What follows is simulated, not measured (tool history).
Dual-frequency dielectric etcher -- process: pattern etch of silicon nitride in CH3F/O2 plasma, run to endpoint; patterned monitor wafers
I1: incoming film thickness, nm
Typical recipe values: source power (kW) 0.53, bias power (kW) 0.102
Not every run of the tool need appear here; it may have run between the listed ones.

Run 1, hour 0: usual settings; I1 85.1. Result: endpoint time (s) 76.6.
Run 2, hour 20.7: usual settings; I1 84.9. Result: endpoint time (s) 76.3.
Run 3, hour 49.8: usual settings; I1 84.1. Result: endpoint time (s) 75.6.
Run 4, hour 68.4: usual settings; I1 84.4. Result: endpoint time (s) 76.
Run 5, hour 95.6: usual settings; I1 84.1. Result: endpoint time (s) 75.9.
Run 6, hour 123.9: usual settings; I1 85.1. Result: endpoint time (s) 77.
Run 7, hour 152.3: usual settings but source power (kW) 0.46; I1 83.5. Result: endpoint time (s) 78.9.
Run 8, hour 180.7: usual settings; I1 84.4. Result: endpoint time (s) 76.6.
Run 9, hour 203.9: usual settings but source power (kW) 0.46, bias power (kW) 0.12; I1 83.6. Result: endpoint time (s) 75.2.
Run 10, hour 217.1: usual settings but source power (kW) 0.62, bias power (kW) 0.09; I1 84.8. Result: endpoint time (s) 76.3.
Run 11, hour 238: usual settings but source power (kW) 0.62, bias power (kW) 0.09; I1 83.9. Result: endpoint time (s) 75.4.
Run 12, hour 254.7: usual settings but source power (kW) 0.62, bias power (kW) 0.09; I1 83.6. Result: endpoint time (s) 75.2.
Run 13, hour 286.9: usual settings; I1 83.9. Result: endpoint time (s) 76.6.
Run 14, hour 307: usual settings but source power (kW) 0.45; I1 84.8. Result: endpoint time (s) 81.5.
Run 15, hour 324.7: usual settings but source power (kW) 0.45; I1 84.7. Result: endpoint time (s) 81.5.
At hour 425.5: source power generator calibrated.
Run 16, hour 429: usual settings but source power (kW) 0.41, bias power (kW) 0.116; I1 84.6. Result: endpoint time (s) 81.3.
Run 17, hour 446.4: usual settings but source power (kW) 0.65, bias power (kW) 0.126; I1 83.8. Result: endpoint time (s) 67.8.
At hour 492.4: bias power generator calibrated.
At hour 499.9: upper electrode replaced.
Run 18, hour 544: usual settings; I1 84.5. Result: endpoint time (s) 78.2.
At hour 594.5: wet clean of the chamber.
Run 19, hour 595: usual settings but bias power (kW) 0.11; I1 84.8. Result: endpoint time (s) 70.4.
Run 20, hour 595.4: usual settings; I1 84.4. Result: endpoint time (s) 71.4.
Run 21, hour 625.4: usual settings but bias power (kW) 0.124; I1 84.8. Result: endpoint time (s) 67.5.
Run 22, hour 647.5: usual settings but source power (kW) 0.47, bias power (kW) 0.112; I1 85. Result: endpoint time (s) 72.3.
Run 23, hour 680.2: usual settings but source power (kW) 0.43, bias power (kW) 0.117; I1 85.5. Result: endpoint time (s) 74.3.
Run 24, hour 694.5: usual settings but source power (kW) 0.66; I1 83.7. Result: endpoint time (s) 66.8.
Run 25, hour 721.9: usual settings but source power (kW) 0.59; I1 84.8. Result: endpoint time (s) 69.7.
Run 26, hour 757.3: usual settings but source power (kW) 0.58, bias power (kW) 0.087; I1 84.3. Result: endpoint time (s) 73.8.
Run 27, hour 770.1: usual settings but source power (kW) 0.49, bias power (kW) 0.122; I1 84.9. Result: endpoint time (s) 70.5.
At hour 819.3: wet clean of the chamber, repeated, since the last time left the tool worse.
Run 28, hour 819.8: usual settings but bias power (kW) 0.127; I1 85.4. Result: endpoint time (s) 71.8.
Run 29, hour 820.8: usual settings but bias power (kW) 0.126; I1 85.7. Result: endpoint time (s) 72.2.
Run 30, hour 850.1: usual settings; I1 84.5. Result: endpoint time (s) 76.
Run 31, hour 870.2: usual settings; I1 84.4. Result: endpoint time (s) 75.9.
Run 32, hour 899.4: usual settings but source power (kW) 0.58, bias power (kW) 0.094; I1 83.9. Result: endpoint time (s) 75.5.
Run 33, hour 913.3: usual settings but source power (kW) 0.61, bias power (kW) 0.117; I1 85.1. Result: endpoint time (s) 71.1.
Run 34, hour 925.5: usual settings but source power (kW) 0.58, bias power (kW) 0.093; I1 85.1. Result: endpoint time (s) 77.

Results for each run, recomputed without the tool's hidden state and with each run's random variation untouched:
Hidden conditions of the tool in this case: etch rate over this chamber's usual, %; source power that arrives over what is set, %; bias power that arrives over what is set, %.
run  endpoint time (s)
  1               76.7
  2               76.4
  3               75.5
  4               75.8
  5               75.5
  6               76.5
  7               78.2
  8               75.8
  9               74.3
 10               75.4
 11               74.3
 12                 74
 13               75.3
 14                 80
 15               79.9
 16               79.1
 17               65.9
 18               75.5
 19               74.7
 20               75.7
 21               71.4
 22               76.4
 23               78.3
 24               70.4
 25               73.3
 26               77.5
 27               73.9
 28               71.8
 29               72.2
 30               75.9
 31               75.7
 32               75.2
 33               70.7
 34               76.6
